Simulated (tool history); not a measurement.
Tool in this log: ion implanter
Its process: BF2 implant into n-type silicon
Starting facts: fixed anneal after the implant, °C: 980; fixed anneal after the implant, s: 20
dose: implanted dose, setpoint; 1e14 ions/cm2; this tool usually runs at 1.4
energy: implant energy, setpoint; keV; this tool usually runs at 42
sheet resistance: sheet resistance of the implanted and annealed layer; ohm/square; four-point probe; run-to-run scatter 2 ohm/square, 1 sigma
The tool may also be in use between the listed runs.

run,hour,dose,energy,wafers since the last listed run,hours since the last dose calibration,hours since the extraction supply was calibrated,hours since the gauge calibration,"read-back reference wafer on the same gauge, sheet resistance",sheet resistance
1,0,1.4,30.5,0,1337,2246.1,895.4,755.97,688.84
2,18,1.4,30.5,473,1355,2264.1,913.4,756.81,691.37
3,52.2,1.4,30.5,899,1389.2,2298.3,947.6,756.38,688.33
4,71.1,1.07,42,496,1408.1,2317.2,966.5,756.35,806.7
5,96.8,1.4,42,675,1433.8,2342.9,992.2,754.93,660.47
6,117.4,1.4,49,541,1454.4,2363.5,1012.8,755.68,647.86
7,130.7,1.4,42,349,1467.7,2376.8,1026.1,756.01,661.11
8,142.7,1.4,42,315,1479.7,2388.8,1038.1,756.06,659.51
9,159.5,1.69,31,441,1496.5,2405.6,1054.9,756.01,592.23
10,184.8,1.69,31,665,1521.8,2430.9,1080.2,756.69,592.24
11,207.4,1.69,31,594,1544.4,2453.5,1102.8,756.13,589.83
12,239.4,1.4,42,841,1576.4,2485.5,1134.8,755.88,659.94
13,313.9,1.4,42,1959,1650.9,2560,1209.3,756.13,656.66
14,328.2,1.4,42,376,1665.2,2574.3,1223.6,756.36,660.65
15,349.4,1.4,51,557,1686.4,2595.5,1244.8,755.6,644.29
# hour 380.7: extraction supply calibrated
# hour 397.6: Faraday cup replaced and dose calibrated
16,456,1.4,51,2382,58.4,75.3,1351.4,756.64,671.6
# hour 522.7: gauge calibrated
17,562.2,1.4,51,2792,164.6,181.5,39.5,756.21,664.3
18,586.8,1.13,42,646,189.2,206.1,64.1,755.82,793.89

The next listed run, before its measurement:
19,644.7,1.4,42,1522,247.1,264,122,?,?

read-back reference wafer on the same gauge, sheet resistance: 756.07
sheet resistance: 677.25 ohm/square
On a tool with no hidden condition, and with the same random variation, this run would have come out at sheet resistance 686.33 ohm/square.
